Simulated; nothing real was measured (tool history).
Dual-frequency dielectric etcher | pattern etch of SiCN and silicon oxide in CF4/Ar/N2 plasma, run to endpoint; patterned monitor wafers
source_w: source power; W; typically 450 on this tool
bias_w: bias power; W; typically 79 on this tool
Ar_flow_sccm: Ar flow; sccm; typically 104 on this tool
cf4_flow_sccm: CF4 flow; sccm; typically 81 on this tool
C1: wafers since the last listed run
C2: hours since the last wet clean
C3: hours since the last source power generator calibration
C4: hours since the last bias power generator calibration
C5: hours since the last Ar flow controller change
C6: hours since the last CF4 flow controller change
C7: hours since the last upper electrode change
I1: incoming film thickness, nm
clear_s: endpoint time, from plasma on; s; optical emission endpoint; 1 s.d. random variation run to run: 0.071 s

run 1 hour=0 | source_w=450 bias_w=79 Ar_flow_sccm=104 cf4_flow_sccm=81 | C1=0 C2=268.5 C3=2640 C4=3994.4 C5=1208.7 C6=3887.6 C7=2813.2 | I1=8.88 | clear_s=10.4
run 2 hour=88.9 | source_w=450 bias_w=79 Ar_flow_sccm=104 cf4_flow_sccm=81 | C1=1143 C2=357.4 C3=2728.9 C4=4083.3 C5=1297.6 C6=3976.5 C7=2902.1 | I1=8.86 | clear_s=10.4
-- hour=148.1 wet clean of the chamber
run 3 hour=226.7 | source_w=450 bias_w=79 Ar_flow_sccm=122 cf4_flow_sccm=81 | C1=1463 C2=78.6 C3=2866.7 C4=4221.1 C5=1435.4 C6=4114.3 C7=3039.9 | I1=8.77 | clear_s=10.7
run 4 hour=303.1 | source_w=450 bias_w=79 Ar_flow_sccm=86 cf4_flow_sccm=90 | C1=982 C2=155 C3=2943.1 C4=4297.5 C5=1511.8 C6=4190.7 C7=3116.3 | I1=8.82 | clear_s=10.1
run 5 hour=409.3 | source_w=450 bias_w=79 Ar_flow_sccm=86 cf4_flow_sccm=90 | C1=1365 C2=261.2 C3=3049.3 C4=4403.7 C5=1618 C6=4296.9 C7=3222.5 | I1=8.82 | clear_s=9.9
run 6 hour=495.2 | source_w=450 bias_w=79 Ar_flow_sccm=86 cf4_flow_sccm=90 | C1=1104 C2=347.1 C3=3135.2 C4=4489.6 C5=1703.9 C6=4382.8 C7=3308.4 | I1=8.79 | clear_s=9.7
-- hour=551.3 wet clean of the chamber
run 7 hour=576.7 | source_w=450 bias_w=79 Ar_flow_sccm=94 cf4_flow_sccm=73 | C1=739 C2=25.4 C3=3216.7 C4=4571.1 C5=1785.4 C6=4464.3 C7=3389.9 | I1=8.89 | clear_s=10.8
-- hour=663.2 upper electrode replaced
run 8 hour=680.8 | source_w=450 bias_w=79 Ar_flow_sccm=104 cf4_flow_sccm=81 | C1=1030 C2=129.5 C3=3320.8 C4=4675.2 C5=1889.5 C6=4568.4 C7=17.6 | I1=8.74 | clear_s=10.4
run 9 hour=786 | source_w=450 bias_w=79 Ar_flow_sccm=104 cf4_flow_sccm=81 | C1=1353 C2=234.7 C3=3426 C4=4780.4 C5=1994.7 C6=4673.6 C7=122.8 | I1=8.83 | clear_s=10.3
-- hour=865.5 Ar flow controller replaced
run 10 hour=876 | source_w=450 bias_w=79 Ar_flow_sccm=114 cf4_flow_sccm=81 | C1=1080 C2=324.7 C3=3516 C4=4870.4 C5=10.5 C6=4763.6 C7=212.8 | I1=8.75 | clear_s=10.3
run 11 hour=937.7 | source_w=340 bias_w=79 Ar_flow_sccm=113 cf4_flow_sccm=81 | C1=793 C2=386.4 C3=3577.7 C4=4932.1 C5=72.2 C6=4825.3 C7=274.5 | I1=8.78 | clear_s=12.7
-- hour=979.7 wet clean of the chamber
run 12 hour=992.4 | source_w=450 bias_w=79 Ar_flow_sccm=104 cf4_flow_sccm=90 | C1=394 C2=12.7 C3=3632.4 C4=4986.8 C5=126.9 C6=4880 C7=329.2 | I1=8.76 | clear_s=10.4
-- hour=1022.6 bias power generator calibrated
run 13 hour=1070.9 | source_w=450 bias_w=79 Ar_flow_sccm=104 cf4_flow_sccm=81 | C1=958 C2=91.2 C3=3710.9 C4=48.3 C5=205.4 C6=4958.5 C7=407.7 | I1=8.86 | clear_s=10.6
-- hour=1087.3 source power generator calibrated
run 14 hour=1174.3 | source_w=450 bias_w=79 Ar_flow_sccm=104 cf4_flow_sccm=81 | C1=1278 C2=194.6 C3=87 C4=151.7 C5=308.8 C6=5061.9 C7=511.1 | I1=8.87 | clear_s=10.6
run 15 hour=1220.3 | source_w=370 bias_w=79 Ar_flow_sccm=104 cf4_flow_sccm=91 | C1=591 C2=240.6 C3=133 C4=197.7 C5=354.8 C6=5107.9 C7=557.1 | I1=8.81 | clear_s=11.8
run 16 hour=1317.2 | source_w=450 bias_w=79 Ar_flow_sccm=104 cf4_flow_sccm=81 | C1=1246 C2=337.5 C3=229.9 C4=294.6 C5=451.7 C6=5204.8 C7=654 | I1=8.93 | clear_s=10.3
-- hour=1391.7 wet clean of the chamber
run 17 hour=1410.7 | source_w=530 bias_w=84 Ar_flow_sccm=116 cf4_flow_sccm=81 | C1=893 C2=19 C3=323.4 C4=388.1 C5=545.2 C6=5298.3 C7=747.5 | I1=8.78 | clear_s=9.1
-- hour=1429.7 CF4 flow controller replaced
run 18 hour=1716.8 | source_w=450 bias_w=79 Ar_flow_sccm=104 cf4_flow_sccm=81 | C1=3859 C2=325.1 C3=629.5 C4=694.2 C5=851.3 C6=287.1 C7=1053.6 | I1=8.77 | clear_s=10
-- hour=1784.5 wet clean of the chamber
run 19 hour=1785 | source_w=370 bias_w=60 Ar_flow_sccm=128 cf4_flow_sccm=96 | C1=568 C2=0.5 C3=697.7 C4=762.4 C5=919.5 C6=355.3 C7=1121.8 | I1=8.85 | clear_s=14
run 20 hour=1969.3 | source_w=450 bias_w=65 Ar_flow_sccm=104 cf4_flow_sccm=98 | C1=2370 C2=184.8 C3=882 C4=946.7 C5=1103.8 C6=539.6 C7=1306.1 | I1=8.76 | clear_s=11
run 21 hour=2023.2 | source_w=530 bias_w=91 Ar_flow_sccm=113 cf4_flow_sccm=81 | C1=693 C2=238.7 C3=935.9 C4=1000.6 C5=1157.7 C6=593.5 C7=1360 | I1=8.86 | clear_s=9

Below are 3 alternative next runs, each starting from the tool's condition after run 21. Predict each:
run A hour=2023.6 | source_w=450 bias_w=79 Ar_flow_sccm=104 cf4_flow_sccm=81 | C1=5 C2=239.1 C3=936.3 C4=1001 C5=1158.1 C6=593.9 C7=1360.4 | I1=8.76 | clear_s=?
run B hour=2023.6 | source_w=530 bias_w=79 Ar_flow_sccm=104 cf4_flow_sccm=74 | C1=5 C2=239.1 C3=936.3 C4=1001 C5=1158.1 C6=593.9 C7=1360.4 | I1=8.76 | clear_s=?
run C hour=2023.6 | source_w=560 bias_w=87 Ar_flow_sccm=104 cf4_flow_sccm=67 | C1=5 C2=239.1 C3=936.3 C4=1001 C5=1158.1 C6=593.9 C7=1360.4 | I1=8.76 | clear_s=?

run=A clear_s=10.3
run=B clear_s=9.2
run=C clear_s=8.6
Stripped of hidden state, with their random variation kept, the same runs would have yielded:
run=A clear_s=10.5
run=B clear_s=9.3
run=C clear_s=8.7
